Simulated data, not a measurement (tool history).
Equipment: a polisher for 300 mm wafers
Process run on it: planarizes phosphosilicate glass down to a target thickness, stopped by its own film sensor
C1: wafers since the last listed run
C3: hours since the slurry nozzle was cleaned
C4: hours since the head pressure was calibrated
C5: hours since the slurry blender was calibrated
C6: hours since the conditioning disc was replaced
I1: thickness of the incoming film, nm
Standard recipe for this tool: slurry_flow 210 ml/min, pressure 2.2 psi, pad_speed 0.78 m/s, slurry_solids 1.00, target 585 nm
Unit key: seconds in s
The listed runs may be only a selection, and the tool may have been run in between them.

Run 1, day 0.000: usual settings but pressure 2.6 psi; C1 0; wafers polished on this pad 718; C3 174.9; C4 583.8; C5 296.0; C6 209.2; I1 1197.3. Result: seconds 94.6 s.
At day 0.196: slurry blender recalibrated.
Run 2, day 3.038: usual settings but pressure 2.6 psi; C1 706; wafers polished on this pad 1425; C3 247.8; C4 656.7; C5 68.2; C6 282.1; I1 1220.3. Result: seconds 95.8 s.
At day 5.425: conditioning disc replaced and pad reconditioned.
Run 3, day 5.888: usual settings but target 524 nm; C1 661; wafers polished on this pad 2086; C3 316.2; C4 725.1; C5 136.6; C6 11.1; I1 1209.6. Result: seconds 116.8 s.
Run 4, day 7.629: usual settings but target 524 nm; C1 416; wafers polished on this pad 2503; C3 358.0; C4 766.9; C5 178.4; C6 52.9; I1 1199.2. Result: seconds 119.8 s.
At day 8.900: worn pad replaced by a new one.
Run 5, day 9.892: usual settings but slurry_solids 1.10; C1 501; wafers polished on this pad 237; C3 412.3; C4 821.2; C5 232.7; C6 107.2; I1 1194.5. Result: seconds 102.7 s.
At day 11.950: slurry blender recalibrated.
Run 6, day 13.671: usual settings but slurry_solids 1.10; C1 884; wafers polished on this pad 1121; C3 503.0; C4 911.9; C5 41.3; C6 197.9; I1 1191.4. Result: seconds 96.4 s.
At day 16.392: conditioning disc replaced and pad reconditioned.
At day 16.617: slurry nozzle cleaned.
Run 7, day 17.125: usual settings but slurry_solids 1.10; C1 796; wafers polished on this pad 1917; C3 12.2; C4 994.8; C5 124.2; C6 17.6; I1 1205.0. Result: seconds 101.8 s.
At day 20.650: worn pad replaced by a new one.
At day 21.171: head pressure recalibrated.
Run 8, day 21.404: usual settings; C1 963; wafers polished on this pad 160; C3 114.9; C4 5.6; C5 226.9; C6 120.3; I1 1220.8. Result: seconds 113.2 s.
At day 22.604: slurry blender recalibrated.
Run 9, day 24.971: usual settings; C1 833; wafers polished on this pad 994; C3 200.5; C4 91.2; C5 56.8; C6 205.9; I1 1199.6. Result: seconds 104.8 s.
Run 10, day 26.912: usual settings; C1 464; wafers polished on this pad 1458; C3 247.1; C4 137.8; C5 103.4; C6 252.5; I1 1222.4. Result: seconds 109.9 s.
At day 27.192: conditioning disc replaced and pad reconditioned.
Run 11, day 30.754: usual settings; C1 899; wafers polished on this pad 2357; C3 339.3; C4 230.0; C5 195.6; C6 85.5; I1 1196.1. Result: seconds 107.6 s.
Run 12, day 32.367: usual settings but slurry_solids 1.10; C1 385; wafers polished on this pad 2743; C3 378.0; C4 268.7; C5 234.3; C6 124.2; I1 1200.4. Result: seconds 106.6 s.
At day 34.804: worn pad replaced by a new one.
At day 35.029: slurry blender recalibrated.
Run 13, day 36.554: usual settings; C1 941; wafers polished on this pad 398; C3 478.5; C4 369.2; C5 36.6; C6 224.7; I1 1198.8. Result: seconds 103.1 s.
Run 14, day 39.667: usual settings but pressure 1.4 psi, slurry_solids 1.15; C1 744; wafers polished on this pad 1142; C3 553.2; C4 443.9; C5 111.3; C6 299.4; I1 1216.5. Result: seconds 142.8 s.
At day 41.100: conditioning disc replaced and pad reconditioned.
At day 44.179: slurry nozzle cleaned.
Run 15, day 45.358: usual settings but slurry_flow 235 ml/min; C1 1331; wafers polished on this pad 2474; C3 28.3; C4 580.5; C5 247.9; C6 102.2; I1 1193.3. Result: seconds 105.9 s.
At day 45.729: worn pad replaced by a new one.
Run 16, day 47.604: usual settings but slurry_flow 245 ml/min, pressure 1.4 psi, pad_speed 0.54 m/s; C1 497; wafers polished on this pad 448; C3 82.2; C4 634.4; C5 301.8; C6 156.1; I1 1208.7. Result: seconds 207.7 s.
At day 49.054: slurry blender recalibrated.
Run 17, day 51.988: usual settings but slurry_flow 245 ml/min, pad_speed 0.92 m/s, slurry_solids 0.80, target 444 nm; C1 1028; wafers polished on this pad 1476; C3 187.4; C4 739.6; C5 70.4; C6 261.3; I1 1195.9. Result: seconds 123.9 s.
At day 52.458: conditioning disc replaced and pad reconditioned.
Run 18, day 56.167: usual settings but slurry_flow 260 ml/min, pressure 2.5 psi, pad_speed 0.58 m/s, target 417 nm; C1 979; wafers polished on this pad 2456; C3 287.7; C4 839.9; C5 170.7; C6 89.0; I1 1229.7. Result: seconds 159.7 s.
Run 19, day 58.512: usual settings but target 691 nm; C1 561; wafers polished on this pad 3017; C3 344.0; C4 896.2; C5 227.0; C6 145.3; I1 1200.7. Result: seconds 92.0 s.
At day 59.438: worn pad replaced by a new one.
At day 61.912: slurry blender recalibrated.
Run 20, day 62.058: usual settings but pressure 1.5 psi; C1 788; wafers polished on this pad 607; C3 429.1; C4 981.3; C5 3.5; C6 230.4; I1 1217.6. Result: seconds 139.4 s.

What if the next run were any one of these 3? Each begins from the tool's condition after run 20:
Run A, day 62.079: usual settings but target 675 nm; C1 4; wafers polished on this pad 612; C3 429.6; C4 981.8; C5 4.0; C6 230.9; I1 1205.2. Result: seconds ?.
Run B, day 62.079: usual settings but slurry_flow 160 ml/min, pressure 1.6 psi, slurry_solids 0.75, target 670 nm; C1 4; wafers polished on this pad 612; C3 429.6; C4 981.8; C5 4.0; C6 230.9; I1 1205.2. Result: seconds ?.
Run C, day 62.079: usual settings but slurry_solids 0.90, target 794 nm; C1 4; wafers polished on this pad 612; C3 429.6; C4 981.8; C5 4.0; C6 230.9; I1 1205.2. Result: seconds ?.

run  seconds
  A     88.6
  B    136.1
  C     72.3
Without the tool's hidden state the same runs would have given:
run  seconds
  A     88.1
  B    135.3
  C     71.9
